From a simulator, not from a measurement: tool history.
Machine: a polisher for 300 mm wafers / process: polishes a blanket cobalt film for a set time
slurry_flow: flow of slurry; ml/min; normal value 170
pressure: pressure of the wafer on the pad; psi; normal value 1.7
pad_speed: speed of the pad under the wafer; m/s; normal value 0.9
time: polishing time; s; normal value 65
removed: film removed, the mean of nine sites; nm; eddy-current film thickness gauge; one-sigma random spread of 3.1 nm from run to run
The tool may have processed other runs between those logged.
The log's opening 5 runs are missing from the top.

run,hour,slurry_flow,pressure,pad_speed,time,wafers since the last listed run,wafers polished on this pad,hours since the slurry nozzle was cleaned,hours since the head pressure was calibrated,"incoming thickness of the incoming film, nm",removed
6,255.6,170,1.7,0.9,65,495,504,383,520.3,965.4,273.6
7,281.4,170,1.7,0.9,65,185,690,408.8,546.1,977.5,271.3
8,341.2,170,1.7,0.9,65,431,1121,468.6,605.9,973.7,265.8
9,368.3,170,1.7,0.9,65,195,1316,495.7,633,965,264.5
10,393.9,140,1.7,0.9,65,184,1501,521.3,658.6,961.8,259
11,448.9,170,1.7,0.9,65,396,1897,576.3,713.6,970.9,264.2
12,514.7,170,1.7,0.9,65,474,2371,642.1,779.4,971.1,265.3
# hour 561.3: slurry nozzle cleaned
13,562.8,170,1.7,0.9,65,339,2711,1.5,827.5,974.5,263.5
# hour 611.1: head pressure recalibrated
# hour 611.8: worn pad replaced by a new one
14,629.9,115,1.4,1,57,464,130,68.6,18.8,970.3,200.3
15,662.6,170,1.5,0.9,65,235,366,101.3,51.5,961.3,240.8
16,698.3,170,1.3,0.6,51,257,623,137,87.2,962.7,112.1
17,752.1,195,1.4,0.66,55,387,1011,190.8,141,970.5,144.7
18,822.1,170,2.2,0.9,65,504,1515,260.8,211,980,338.5
19,871,170,1.7,0.9,48,352,1868,309.7,259.9,973.9,196.2
20,898.6,170,1.7,0.9,65,198,2067,337.3,287.5,951.6,259.4
21,929.1,170,1.7,0.9,65,219,2287,367.8,318,961.4,259.5
22,995,170,2.3,0.72,65,474,2762,433.7,383.9,964.2,288.7
# hour 1041.7: worn pad replaced by a new one
23,1062.8,170,1.7,1.12,65,459,151,501.5,451.7,960.5,334.7
24,1109.7,170,1.7,0.66,65,338,489,548.4,498.6,950.8,207.7
25,1176.7,170,1.7,0.9,65,482,972,615.4,565.6,971.9,269.2
26,1218.7,190,1.2,0.6,42,302,1275,657.4,607.6,965.3,88.5

Run 27 has not been measured yet. What should we expect?
27,1287,170,1.7,0.9,65,492,1767,725.7,675.9,968.5,?

Run 27 came out at removed 269.4 nm.
Were there no unlogged condition in the tool, this run, its random variation unchanged, would have produced removed 284.3 nm.

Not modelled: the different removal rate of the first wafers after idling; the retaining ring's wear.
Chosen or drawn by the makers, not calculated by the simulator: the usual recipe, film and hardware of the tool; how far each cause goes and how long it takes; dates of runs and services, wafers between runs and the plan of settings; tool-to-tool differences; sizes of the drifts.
